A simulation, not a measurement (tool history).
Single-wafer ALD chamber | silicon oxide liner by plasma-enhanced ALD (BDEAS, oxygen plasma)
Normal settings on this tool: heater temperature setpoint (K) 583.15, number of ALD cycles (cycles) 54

| run | day | heater temperature setpoint (K) | number of ALD cycles (cycles) | read-back reference wafer on the same gauge, thickness_nm | mean film thickness on the monitor wafer (Å) |
|---|---|---|---|---|---|
| 1 | 0.000 | 578.15 | 54 | 4.305 | 47.81 |
| 2 | 1.800 | 578.15 | 54 | 4.304 | 47.69 |
| 3 | 3.038 | 578.15 | 54 | 4.303 | 47.83 |
| 4 | 5.754 | 583.15 | 54 | 4.299 | 47.19 |
| 5 | 7.492 | 583.15 | 54 | 4.295 | 47.45 |
| 6 | 9.696 | 583.15 | 54 | 4.296 | 47.39 |
| 7 | 11.579 | 579.15 | 60 | 4.293 | 52.82 |
| 8 | 12.917 | 591.15 | 54 | 4.291 | 46.39 |
| 9 | 14.167 | 583.15 | 54 | 4.290 | 46.99 |
| 10 | 16.946 | 586.15 | 54 | 4.287 | 47.05 |
| 11 | 19.588 | 586.15 | 54 | 4.285 | 46.95 |
| 12 | 21.533 | 586.15 | 54 | 4.282 | 47.00 |
| 13 | 22.762 | 571.15 | 54 | 4.282 | 48.27 |
| 14 | 31.033 | 583.15 | 48 | 4.273 | 41.76 |
| 15 | 33.954 | 583.15 | 48 | 4.270 | 41.70 |
| 16 | 36.071 | 583.15 | 48 | 4.265 | 41.91 |
| 17 | 37.583 | 583.15 | 54 | 4.264 | 47.09 |
| 18 | 39.833 | 583.15 | 54 | 4.262 | 46.85 |
| 19 | 41.804 | 583.15 | 52 | 4.260 | 45.07 |
| 20 | 42.929 | 588.15 | 58 | 4.259 | 50.02 |
| 21 | 44.254 | 574.15 | 45 | 4.257 | 39.64 |
| 22 | 46.667 | 572.15 | 59 | 4.254 | 52.34 |
| 23 | 52.425 | 583.15 | 54 | 4.247 | 47.01 |
| 24 | 53.600 | 591.15 | 62 | 4.247 | 53.05 |
|  | 60.571 | thermocouple changed; heater temperature recalibrated |
| 25 | 60.946 | 575.15 | 47 | 4.237 | 41.29 |
| 26 | 63.354 | 571.15 | 51 | 4.238 | 45.36 |
| 27 | 64.746 | 583.15 | 54 | 4.235 | 46.58 |
|  | 65.179 | gauge calibrated |
| 28 | 66.321 | 591.15 | 50 | 4.328 | 43.56 |
| 29 | 68.133 | 578.15 | 51 | 4.327 | 45.43 |
| 30 | 70.638 | 583.15 | 54 | 4.323 | 47.58 |
| 31 | 72.958 | 595.15 | 57 | 4.322 | 49.37 |
| 32 | 74.475 | 575.15 | 54 | 4.319 | 48.21 |
| 33 | 76.242 | 583.15 | 54 | 4.316 | 47.41 |
| 34 | 78.408 | 590.15 | 54 | 4.315 | 46.93 |
| 35 | 81.354 | 583.15 | 54 | 4.313 | 47.43 |
| 36 | 83.483 | 587.15 | 60 | 4.309 | 52.52 |
| 37 | 85.096 | 583.15 | 54 | 4.307 | 47.61 |
| 38 | 87.233 | 596.15 | 62 | 4.306 | 53.31 |

Each row is a separate what-if for the run after 38, all from the same tool condition, not one after another. Results?
| A | 87.254 | 583.15 | 62 | ? | ? |
| B | 87.254 | 591.15 | 48 | ? | ? |
| C | 87.254 | 570.15 | 51 | ? | ? |

| run | read-back reference wafer on the same gauge, thickness_nm | mean film thickness on the monitor wafer (Å) |
|---|---|---|
| A | 4.303 | 54.49 |
| B | 4.303 | 41.64 |
| C | 4.303 | 46.26 |
Stripped of hidden state, with their random variation kept, the same runs would have yielded:
| run | mean film thickness on the monitor wafer (Å) |
|---|---|
| A | 54.93 |
| B | 41.98 |
| C | 46.63 |

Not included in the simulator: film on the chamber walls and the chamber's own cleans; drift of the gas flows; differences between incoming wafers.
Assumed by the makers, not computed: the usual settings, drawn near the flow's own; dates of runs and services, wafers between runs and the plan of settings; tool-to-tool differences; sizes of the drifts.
